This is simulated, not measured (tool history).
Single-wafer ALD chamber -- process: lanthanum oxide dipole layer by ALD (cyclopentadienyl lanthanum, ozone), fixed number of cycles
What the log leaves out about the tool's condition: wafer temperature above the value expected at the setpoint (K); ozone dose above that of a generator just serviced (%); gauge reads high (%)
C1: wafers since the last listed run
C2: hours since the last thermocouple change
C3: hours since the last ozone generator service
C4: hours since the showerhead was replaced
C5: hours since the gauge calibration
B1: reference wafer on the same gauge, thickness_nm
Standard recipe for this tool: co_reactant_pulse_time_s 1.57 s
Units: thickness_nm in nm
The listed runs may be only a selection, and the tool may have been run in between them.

Run 1, hour 0: usual settings; C1 0; C2 1408.3; C3 633.8; C4 6877.9; C5 411.1; B1 0.42. Result: thickness_nm 0.491 nm.
Run 2, hour 46.3: usual settings; C1 955; C2 1454.6; C3 680.1; C4 6924.2; C5 457.4; B1 0.42. Result: thickness_nm 0.491 nm.
Run 3, hour 209.4: usual settings; C1 3365; C2 1617.7; C3 843.2; C4 7087.3; C5 620.5; B1 0.42. Result: thickness_nm 0.493 nm.
Run 4, hour 250.5: usual settings; C1 848; C2 1658.8; C3 884.3; C4 7128.4; C5 661.6; B1 0.42. Result: thickness_nm 0.491 nm.
Run 5, hour 337.1: usual settings; C1 1786; C2 1745.4; C3 970.9; C4 7215; C5 748.2; B1 0.42. Result: thickness_nm 0.491 nm.
At hour 481.3: gauge calibrated.
At hour 587.3: thermocouple changed; heater temperature recalibrated.
Run 6, hour 613.9: usual settings but co_reactant_pulse_time_s 1.34 s; C1 5546; C2 26.6; C3 1247.7; C4 7491.8; C5 132.6; B1 0.42. Result: thickness_nm 0.468 nm.
Run 7, hour 690.7: usual settings but co_reactant_pulse_time_s 1.34 s; C1 1584; C2 103.4; C3 1324.5; C4 7568.6; C5 209.4; B1 0.42. Result: thickness_nm 0.464 nm.
Run 8, hour 728: usual settings; C1 769; C2 140.7; C3 1361.8; C4 7605.9; C5 246.7; B1 0.42. Result: thickness_nm 0.477 nm.
Run 9, hour 783.2: usual settings but co_reactant_pulse_time_s 1.96 s; C1 1138; C2 195.9; C3 1417; C4 7661.1; C5 301.9; B1 0.42. Result: thickness_nm 0.498 nm.
At hour 842.2: ozone generator serviced.
Run 10, hour 876.1: usual settings but co_reactant_pulse_time_s 1.92 s; C1 1751; C2 288.8; C3 33.9; C4 7754; C5 394.8; B1 0.42. Result: thickness_nm 0.478 nm.

Run 11 is up next; what results do you expect?
At hour 889.5: showerhead replaced.
Run 11, hour 958: usual settings but co_reactant_pulse_time_s 1.4 s; C1 1524; C2 370.7; C3 115.8; C4 68.5; C5 476.7; B1 ?. Result: thickness_nm ?.

B1: 0.42
thickness_nm: 0.443 nm
Take away the tool's hidden state, keep the run-to-run variation as it was, and the same run would have given thickness_nm 0.496 nm.

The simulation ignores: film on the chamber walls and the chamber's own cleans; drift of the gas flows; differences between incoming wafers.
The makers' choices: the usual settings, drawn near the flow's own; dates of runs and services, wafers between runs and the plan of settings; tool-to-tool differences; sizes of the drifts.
